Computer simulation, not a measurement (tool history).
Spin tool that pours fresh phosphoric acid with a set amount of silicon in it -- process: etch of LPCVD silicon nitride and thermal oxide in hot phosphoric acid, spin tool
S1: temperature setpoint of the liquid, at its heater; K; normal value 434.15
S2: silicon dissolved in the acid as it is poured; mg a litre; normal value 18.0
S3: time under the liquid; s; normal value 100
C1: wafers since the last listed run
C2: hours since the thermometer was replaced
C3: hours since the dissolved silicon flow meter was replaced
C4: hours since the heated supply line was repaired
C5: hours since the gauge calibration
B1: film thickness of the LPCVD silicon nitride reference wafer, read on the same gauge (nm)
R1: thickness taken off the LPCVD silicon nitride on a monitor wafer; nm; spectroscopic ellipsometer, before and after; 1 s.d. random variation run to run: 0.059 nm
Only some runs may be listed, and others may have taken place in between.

run 1 hour=0.0 | S1=434.15 S2=18.0 S3=50 | C1=0 C2=569.9 C3=2208.3 C4=70.7 C5=191.9 | B1=69.99 | R1=5.41
run 2 hour=82.8 | S1=434.15 S2=18.0 S3=100 | C1=654 C2=652.7 C3=2291.1 C4=153.5 C5=274.7 | B1=70.00 | R1=10.88
run 3 hour=142.3 | S1=434.15 S2=18.0 S3=100 | C1=470 C2=712.2 C3=2350.6 C4=213.0 C5=334.2 | B1=70.01 | R1=10.90
run 4 hour=177.2 | S1=434.15 S2=26.0 S3=100 | C1=276 C2=747.1 C3=2385.5 C4=247.9 C5=369.1 | B1=69.99 | R1=11.02
run 5 hour=197.4 | S1=431.65 S2=8.5 S3=100 | C1=159 C2=767.3 C3=2405.7 C4=268.1 C5=389.3 | B1=70.00 | R1=10.20
run 6 hour=214.5 | S1=435.15 S2=18.0 S3=100 | C1=135 C2=784.4 C3=2422.8 C4=285.2 C5=406.4 | B1=69.99 | R1=11.36
-- hour=222.5 thermometer replaced
-- hour=235.3 dissolved silicon flow meter replaced
run 7 hour=247.8 | S1=432.65 S2=29.0 S3=100 | C1=247 C2=25.3 C3=12.5 C4=318.5 C5=439.7 | B1=69.98 | R1=9.65
run 8 hour=278.0 | S1=433.15 S2=25.5 S3=60 | C1=238 C2=55.5 C3=42.7 C4=348.7 C5=469.9 | B1=70.00 | R1=5.85
run 9 hour=298.0 | S1=432.65 S2=22.0 S3=155 | C1=158 C2=75.5 C3=62.7 C4=368.7 C5=489.9 | B1=70.00 | R1=14.71
run 10 hour=314.2 | S1=437.15 S2=28.5 S3=100 | C1=128 C2=91.7 C3=78.9 C4=384.9 C5=506.1 | B1=70.00 | R1=11.15
run 11 hour=335.3 | S1=434.15 S2=18.0 S3=100 | C1=166 C2=112.8 C3=100.0 C4=406.0 C5=527.2 | B1=70.01 | R1=10.20
run 12 hour=370.2 | S1=436.65 S2=8.5 S3=100 | C1=276 C2=147.7 C3=134.9 C4=440.9 C5=562.1 | B1=70.02 | R1=11.16
run 13 hour=393.9 | S1=432.65 S2=18.0 S3=100 | C1=187 C2=171.4 C3=158.6 C4=464.6 C5=585.8 | B1=69.97 | R1=9.75
run 14 hour=406.0 | S1=434.15 S2=5.0 S3=100 | C1=95 C2=183.5 C3=170.7 C4=476.7 C5=597.9 | B1=70.01 | R1=10.18
-- hour=417.8 gauge calibrated
run 15 hour=435.8 | S1=434.15 S2=18.0 S3=100 | C1=235 C2=213.3 C3=200.5 C4=506.5 C5=18.0 | B1=70.01 | R1=10.21
run 16 hour=464.1 | S1=434.15 S2=18.0 S3=45 | C1=223 C2=241.6 C3=228.8 C4=534.8 C5=46.3 | B1=69.98 | R1=4.68
run 17 hour=477.5 | S1=434.15 S2=18.0 S3=100 | C1=105 C2=255.0 C3=242.2 C4=548.2 C5=59.7 | B1=70.01 | R1=10.19
run 18 hour=512.9 | S1=434.15 S2=18.0 S3=100 | C1=279 C2=290.4 C3=277.6 C4=583.6 C5=95.1 | B1=69.99 | R1=10.41
run 19 hour=539.3 | S1=434.15 S2=18.0 S3=100 | C1=208 C2=316.8 C3=304.0 C4=610.0 C5=121.5 | B1=70.01 | R1=10.48
run 20 hour=557.2 | S1=435.65 S2=30.5 S3=135 | C1=141 C2=334.7 C3=321.9 C4=627.9 C5=139.4 | B1=70.01 | R1=14.85
run 21 hour=578.7 | S1=434.15 S2=13.0 S3=125 | C1=170 C2=356.2 C3=343.4 C4=649.4 C5=160.9 | B1=70.00 | R1=12.91
run 22 hour=592.7 | S1=434.15 S2=18.0 S3=100 | C1=110 C2=370.2 C3=357.4 C4=663.4 C5=174.9 | B1=69.99 | R1=10.54

What would each run have given without the hidden state, its run-to-run variation left as it was?
Hidden state present: liquid hotter than its thermometer reads (K); dissolved silicon flow above the setpoint (%); temperature lost on the way to the wafer (K); gauge reads high (%).
run=1 R1=5.02
run=2 R1=9.98
run=3 R1=9.94
run=4 R1=10.01
run=5 R1=9.23
run=6 R1=10.28
run=7 R1=9.59
run=8 R1=5.79
run=9 R1=14.53
run=10 R1=10.99
run=11 R1=10.04
run=12 R1=10.94
run=13 R1=9.52
run=14 R1=9.93
run=15 R1=9.92
run=16 R1=4.54
run=17 R1=9.86
run=18 R1=10.03
run=19 R1=10.07
run=20 R1=14.25
run=21 R1=12.34
run=22 R1=10.06
